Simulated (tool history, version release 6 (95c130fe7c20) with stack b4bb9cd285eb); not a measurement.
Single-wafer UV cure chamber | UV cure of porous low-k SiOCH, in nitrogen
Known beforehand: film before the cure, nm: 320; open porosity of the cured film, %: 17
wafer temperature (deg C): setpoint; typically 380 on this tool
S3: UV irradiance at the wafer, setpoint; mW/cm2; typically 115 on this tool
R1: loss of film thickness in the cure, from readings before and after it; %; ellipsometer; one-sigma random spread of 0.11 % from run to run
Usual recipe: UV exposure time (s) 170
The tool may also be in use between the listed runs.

Run 1, hour 0: usual settings. Result: R1 8.489 %.
Run 2, hour 28.2: usual settings. Result: R1 8.692 %.
Run 3, hour 62: usual settings. Result: R1 8.521 %.
Run 4, hour 86.3: usual settings. Result: R1 8.3 %.
Run 5, hour 118.5: usual settings. Result: R1 8.091 %.
At hour 141: quartz window cleaned.
Run 6, hour 204.2: usual settings. Result: R1 8.498 %.
Run 7, hour 223.2: usual settings. Result: R1 8.487 %.
Run 8, hour 258.5: usual settings. Result: R1 8.346 %.
Run 9, hour 286.7: usual settings. Result: R1 8.2 %.
Run 10, hour 308: usual settings. Result: R1 7.946 %.
At hour 326.3: UV bulbs replaced.
Run 11, hour 326.8: usual settings but UV exposure time (s) 130, S3 104 mW/cm2. Result: R1 6.731 %.
At hour 351.2: quartz window cleaned.
Run 12, hour 352.6: usual settings but UV exposure time (s) 130, S3 104 mW/cm2. Result: R1 7.186 %.
Run 13, hour 385.6: usual settings. Result: R1 8.45 %.
Run 14, hour 399.7: usual settings. Result: R1 8.424 %.
Run 15, hour 418.5: usual settings. Result: R1 8.476 %.
Run 16, hour 434.8: usual settings. Result: R1 8.278 %.
Run 17, hour 463.9: usual settings but S3 95 mW/cm2. Result: R1 7.468 %.
Run 18, hour 496.9: usual settings but wafer temperature (deg C) 392, UV exposure time (s) 260, S3 80 mW/cm2. Result: R1 8.488 %.
At hour 540.8: quartz window cleaned.
Run 19, hour 572.3: usual settings. Result: R1 8.357 %.
Run 20, hour 597.5: usual settings but wafer temperature (deg C) 396, UV exposure time (s) 195, S3 142 mW/cm2. Result: R1 10.168 %.
Run 21, hour 624: usual settings. Result: R1 8.18 %.
Run 22, hour 646.4: usual settings. Result: R1 8.421 %.
Run 23, hour 659.7: usual settings but wafer temperature (deg C) 399, UV exposure time (s) 250, S3 79 mW/cm2. Result: R1 8.334 %.
Run 24, hour 672.5: usual settings but wafer temperature (deg C) 386, UV exposure time (s) 240, S3 136 mW/cm2. Result: R1 9.991 %.
Run 25, hour 697.5: usual settings but wafer temperature (deg C) 369, UV exposure time (s) 235. Result: R1 9.026 %.
At hour 719.3: quartz window cleaned.
Run 26, hour 719.8: usual settings. Result: R1 8.97 %.
Run 27, hour 739.1: usual settings but wafer temperature (deg C) 393. Result: R1 9.075 %.
Run 28, hour 752.1: usual settings but wafer temperature (deg C) 395, UV exposure time (s) 85, S3 95 mW/cm2. Result: R1 5.679 %.
Run 29, hour 769.8: usual settings but wafer temperature (deg C) 386, S3 99 mW/cm2. Result: R1 8.298 %.

5 options for the next run, each taken on its own from the tool as it stands now. Forecast them:
Run A, hour 770.3: usual settings. Result: R1 ?.
Run B, hour 770.3: usual settings but wafer temperature (deg C) 395, UV exposure time (s) 215, S3 131 mW/cm2. Result: R1 ?.
Run C, hour 770.3: usual settings but wafer temperature (deg C) 400, S3 95 mW/cm2. Result: R1 ?.
Run D, hour 770.3: usual settings but wafer temperature (deg C) 398. Result: R1 ?.
Run E, hour 770.3: usual settings but UV exposure time (s) 245. Result: R1 ?.

run      R1
  A   8.641
  B  10.274
  C   8.225
  D    8.91
  E  10.041
The same runs, with their run-to-run variation unchanged, on a tool lacking any hidden condition would have given:
run      R1
  A   8.853
  B  10.498
  C   8.434
  D   9.124
  E  10.263

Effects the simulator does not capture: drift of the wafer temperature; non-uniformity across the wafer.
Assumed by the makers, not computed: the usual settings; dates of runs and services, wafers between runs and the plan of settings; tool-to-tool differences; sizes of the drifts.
